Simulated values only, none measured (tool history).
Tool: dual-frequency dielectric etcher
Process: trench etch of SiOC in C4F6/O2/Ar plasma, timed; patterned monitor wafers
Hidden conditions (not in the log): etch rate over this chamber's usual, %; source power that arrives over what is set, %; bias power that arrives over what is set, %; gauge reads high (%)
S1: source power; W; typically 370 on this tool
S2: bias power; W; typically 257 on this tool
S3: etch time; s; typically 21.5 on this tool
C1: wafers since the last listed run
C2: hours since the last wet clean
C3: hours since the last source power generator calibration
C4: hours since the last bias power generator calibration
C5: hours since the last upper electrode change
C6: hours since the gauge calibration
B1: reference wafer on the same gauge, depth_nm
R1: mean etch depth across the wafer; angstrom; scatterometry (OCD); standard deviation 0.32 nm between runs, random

Run 1, hour 0: usual settings but S3 17 s; C1 0; C2 114.9; C3 90.9; C4 3; C5 3548.7; C6 2026.3; B1 44.56. Result: R1 382.3 angstrom.
Run 2, hour 69.5: usual settings but S3 17 s; C1 644; C2 184.4; C3 160.4; C4 72.5; C5 3618.2; C6 2095.8; B1 44.52. Result: R1 382.2 angstrom.
Run 3, hour 129.1: usual settings but S3 17 s; C1 552; C2 244; C3 220; C4 132.1; C5 3677.8; C6 2155.4; B1 44.5. Result: R1 383.9 angstrom.
Run 4, hour 190.3: usual settings; C1 567; C2 305.2; C3 281.2; C4 193.3; C5 3739; C6 2216.6; B1 44.46. Result: R1 489.6 angstrom.
At hour 217.6: gauge calibrated.
Run 5, hour 222.9: usual settings but S3 23.5 s; C1 302; C2 337.8; C3 313.8; C4 225.9; C5 3771.6; C6 5.3; B1 44.44. Result: R1 538.2 angstrom.
Run 6, hour 277.6: usual settings but S1 330 W, S2 217 W; C1 507; C2 392.5; C3 368.5; C4 280.6; C5 3826.3; C6 60; B1 44.41. Result: R1 445.4 angstrom.
Run 7, hour 316.6: usual settings but S1 300 W, S2 314 W, S3 17 s; C1 361; C2 431.5; C3 407.5; C4 319.6; C5 3865.3; C6 99; B1 44.54. Result: R1 374.2 angstrom.
Run 8, hour 364.1: usual settings; C1 440; C2 479; C3 455; C4 367.1; C5 3912.8; C6 146.5; B1 44.57. Result: R1 483.9 angstrom.
Run 9, hour 416.7: usual settings but S1 320 W, S2 280 W; C1 487; C2 531.6; C3 507.6; C4 419.7; C5 3965.4; C6 199.1; B1 44.52. Result: R1 472.1 angstrom.
Run 10, hour 463: usual settings but S2 229 W; C1 429; C2 577.9; C3 553.9; C4 466; C5 4011.7; C6 245.4; B1 44.65. Result: R1 473.8 angstrom.
Run 11, hour 501.5: usual settings; C1 357; C2 616.4; C3 592.4; C4 504.5; C5 4050.2; C6 283.9; B1 44.5. Result: R1 491.1 angstrom.
At hour 543.4: wet clean of the chamber.
Run 12, hour 560.7: usual settings but S1 450 W; C1 326; C2 17.3; C3 651.6; C4 563.7; C5 4109.4; C6 343.1; B1 44.54. Result: R1 524.5 angstrom.
Run 13, hour 597.2: usual settings but S2 285 W, S3 28 s; C1 338; C2 53.8; C3 688.1; C4 600.2; C5 4145.9; C6 379.6; B1 44.44. Result: R1 641.5 angstrom.
Run 14, hour 641.7: usual settings but S1 340 W, S2 210 W, S3 24 s; C1 412; C2 98.3; C3 732.6; C4 644.7; C5 4190.4; C6 424.1; B1 44.57. Result: R1 488.7 angstrom.
Run 15, hour 679.7: usual settings but S1 350 W, S2 196 W, S3 27.5 s; C1 352; C2 136.3; C3 770.6; C4 682.7; C5 4228.4; C6 462.1; B1 44.43. Result: R1 560.8 angstrom.
Run 16, hour 717.4: usual settings; C1 349; C2 174; C3 808.3; C4 720.4; C5 4266.1; C6 499.8; B1 44.45. Result: R1 476.4 angstrom.
At hour 743.5: upper electrode replaced.
Run 17, hour 744.9: usual settings but S3 24.5 s; C1 32; C2 201.5; C3 835.8; C4 747.9; C5 1.4; C6 527.3; B1 44.42. Result: R1 548.4 angstrom.
Run 18, hour 795.4: usual settings but S1 330 W, S2 217 W; C1 468; C2 252; C3 886.3; C4 798.4; C5 51.9; C6 577.8; B1 44.33. Result: R1 439.9 angstrom.
Run 19, hour 825.2: usual settings but S2 204 W; C1 276; C2 281.8; C3 916.1; C4 828.2; C5 81.7; C6 607.6; B1 44.55. Result: R1 458.4 angstrom.
Run 20, hour 853: usual settings but S1 340 W, S2 277 W, S3 26 s; C1 257; C2 309.6; C3 943.9; C4 856; C5 109.5; C6 635.4; B1 44.61. Result: R1 583.3 angstrom.
Run 21, hour 918.6: usual settings but S1 420 W, S2 202 W, S3 24 s; C1 608; C2 375.2; C3 1009.5; C4 921.6; C5 175.1; C6 701; B1 44.45. Result: R1 541.8 angstrom.
Run 22, hour 958.7: usual settings but S1 440 W, S2 310 W; C1 371; C2 415.3; C3 1049.6; C4 961.7; C5 215.2; C6 741.1; B1 44.67. Result: R1 552.9 angstrom.
Run 23, hour 989.4: usual settings but S2 200 W, S3 26.5 s; C1 284; C2 446; C3 1080.3; C4 992.4; C5 245.9; C6 771.8; B1 44.5. Result: R1 570.3 angstrom.
Run 24, hour 1058.4: usual settings; C1 639; C2 515; C3 1149.3; C4 1061.4; C5 314.9; C6 840.8; B1 44.33. Result: R1 495.6 angstrom.
Run 25, hour 1124.3: usual settings; C1 611; C2 580.9; C3 1215.2; C4 1127.3; C5 380.8; C6 906.7; B1 44.62. Result: R1 489.7 angstrom.
At hour 1163.1: wet clean of the chamber.
Run 26, hour 1165.3: usual settings but S1 290 W; C1 157; C2 2.2; C3 1256.2; C4 1168.3; C5 421.8; C6 947.7; B1 44.43. Result: R1 434.7 angstrom.
Run 27, hour 1207.9: usual settings but S1 410 W, S2 212 W, S3 15.5 s; C1 395; C2 44.8; C3 1298.8; C4 1210.9; C5 464.4; C6 990.3; B1 44.5. Result: R1 344.9 angstrom.
Run 28, hour 1293.2: usual settings but S3 16.5 s; C1 791; C2 130.1; C3 1384.1; C4 1296.2; C5 549.7; C6 1075.6; B1 44.5. Result: R1 371.6 angstrom.
Run 29, hour 1351.2: usual settings but S1 440 W; C1 537; C2 188.1; C3 1442.1; C4 1354.2; C5 607.7; C6 1133.6; B1 44.53. Result: R1 525.5 angstrom.

For some of the steps in R1 from one run to the next: how much would appear even if the tool had no hidden state, given the settings, what came in and random variation, and how much remains for the hidden state plus any gauge scatter that the measured result and the result without hidden state don't share?
Run 11 -> 12: S1 370 -> 450, wet clean of the chamber. R1 +33.4 angstrom: hidden state -12.4, all else +45.8.
Run 13 -> 14: S1 370 -> 340, S2 285 -> 210, S3 28 -> 24. R1 -152.8 angstrom: hidden state +0.7, all else -153.5.
Run 25 -> 26: S1 370 -> 290, wet clean of the chamber. R1 -55 angstrom: hidden state -9.9, all else -45.1.
Run 28 -> 29: S1 370 -> 440, S3 16.5 -> 21.5. R1 +153.9 angstrom: hidden state +3.2, all else +150.7.
